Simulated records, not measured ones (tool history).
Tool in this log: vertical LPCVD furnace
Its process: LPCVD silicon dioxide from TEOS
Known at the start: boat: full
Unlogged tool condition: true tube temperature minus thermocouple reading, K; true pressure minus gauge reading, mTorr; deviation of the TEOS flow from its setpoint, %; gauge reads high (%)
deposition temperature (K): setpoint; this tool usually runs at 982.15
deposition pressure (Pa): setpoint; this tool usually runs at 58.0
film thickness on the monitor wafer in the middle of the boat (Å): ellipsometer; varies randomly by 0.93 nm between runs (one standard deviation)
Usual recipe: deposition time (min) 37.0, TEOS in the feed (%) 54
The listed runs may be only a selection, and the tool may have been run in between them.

| run | hour | deposition temperature (K) | deposition pressure (Pa) | deposition time (min) | TEOS in the feed (%) | wafers since the last listed run | hours since the last temperature calibration | hours since the pressure gauge was zeroed | hours since the TEOS flow controller was replaced | hours since the gauge calibration | read-back reference wafer on the same gauge, thickness | film thickness on the monitor wafer in the middle of the boat (Å) |
|---|---|---|---|---|---|---|---|---|---|---|---|---|
| 1 | 0.0 | 982.15 | 66.7 | 37.0 | 54 | 0 | 3456.1 | 4371.8 | 4535.7 | 3.7 | 357.08 | 4211.6 |
| 2 | 10.7 | 982.15 | 66.7 | 37.0 | 54 | 107 | 3466.8 | 4382.5 | 4546.4 | 14.4 | 357.03 | 4204.2 |
| 3 | 19.1 | 982.15 | 66.7 | 37.0 | 54 | 84 | 3475.2 | 4390.9 | 4554.8 | 22.8 | 357.02 | 4222.4 |
| 4 | 31.6 | 982.15 | 58.0 | 37.0 | 48 | 126 | 3487.7 | 4403.4 | 4567.3 | 35.3 | 356.94 | 3705.5 |
| 5 | 43.4 | 982.15 | 58.0 | 37.0 | 48 | 119 | 3499.5 | 4415.2 | 4579.1 | 47.1 | 356.82 | 3694.1 |
| 6 | 56.1 | 988.15 | 58.0 | 37.0 | 54 | 128 | 3512.2 | 4427.9 | 4591.8 | 59.8 | 356.92 | 4481.9 |
| 7 | 65.2 | 988.15 | 58.0 | 37.0 | 54 | 91 | 3521.3 | 4437.0 | 4600.9 | 68.9 | 356.92 | 4504.3 |
|  | 108.7 | thermocouples replaced and temperature profile calibrated |
|  | 112.5 | pressure gauge zeroed |
| 8 | 113.0 | 982.15 | 58.0 | 37.0 | 54 | 201 | 4.3 | 0.5 | 4648.7 | 116.7 | 356.90 | 3918.1 |
| 9 | 117.2 | 982.15 | 58.0 | 37.0 | 54 | 42 | 8.5 | 4.7 | 4652.9 | 120.9 | 357.00 | 3911.3 |
| 10 | 124.3 | 982.15 | 58.0 | 37.0 | 54 | 71 | 15.6 | 11.8 | 4660.0 | 128.0 | 356.93 | 3912.6 |
| 11 | 130.3 | 982.15 | 58.0 | 37.0 | 54 | 60 | 21.6 | 17.8 | 4666.0 | 134.0 | 356.91 | 3934.3 |
| 12 | 142.2 | 982.15 | 58.0 | 42.0 | 54 | 120 | 33.5 | 29.7 | 4677.9 | 145.9 | 357.04 | 4453.0 |
| 13 | 153.5 | 982.15 | 58.0 | 37.0 | 54 | 114 | 44.8 | 41.0 | 4689.2 | 157.2 | 357.00 | 3921.2 |
| 14 | 171.5 | 982.15 | 58.0 | 37.0 | 54 | 181 | 62.8 | 59.0 | 4707.2 | 175.2 | 357.15 | 3924.1 |
| 15 | 186.3 | 975.15 | 68.0 | 50.5 | 64 | 149 | 77.6 | 73.8 | 4722.0 | 190.0 | 357.19 | 5374.5 |
| 16 | 194.8 | 982.15 | 58.0 | 37.0 | 54 | 85 | 86.1 | 82.3 | 4730.5 | 198.5 | 357.03 | 3929.4 |

Run 17 comes next. What will it give?
|  | 228.2 | TEOS flow controller replaced |
| 17 | 228.7 | 974.15 | 58.0 | 37.0 | 54 | 99 | 120.0 | 116.2 | 0.5 | 232.4 | ? | ? |

Run 17 gave read-back reference wafer on the same gauge, thickness 356.81, film thickness on the monitor wafer in the middle of the boat (Å) 3279.4.
With no hidden state in the tool, this same run would have given film thickness on the monitor wafer in the middle of the boat (Å) 3279.4.
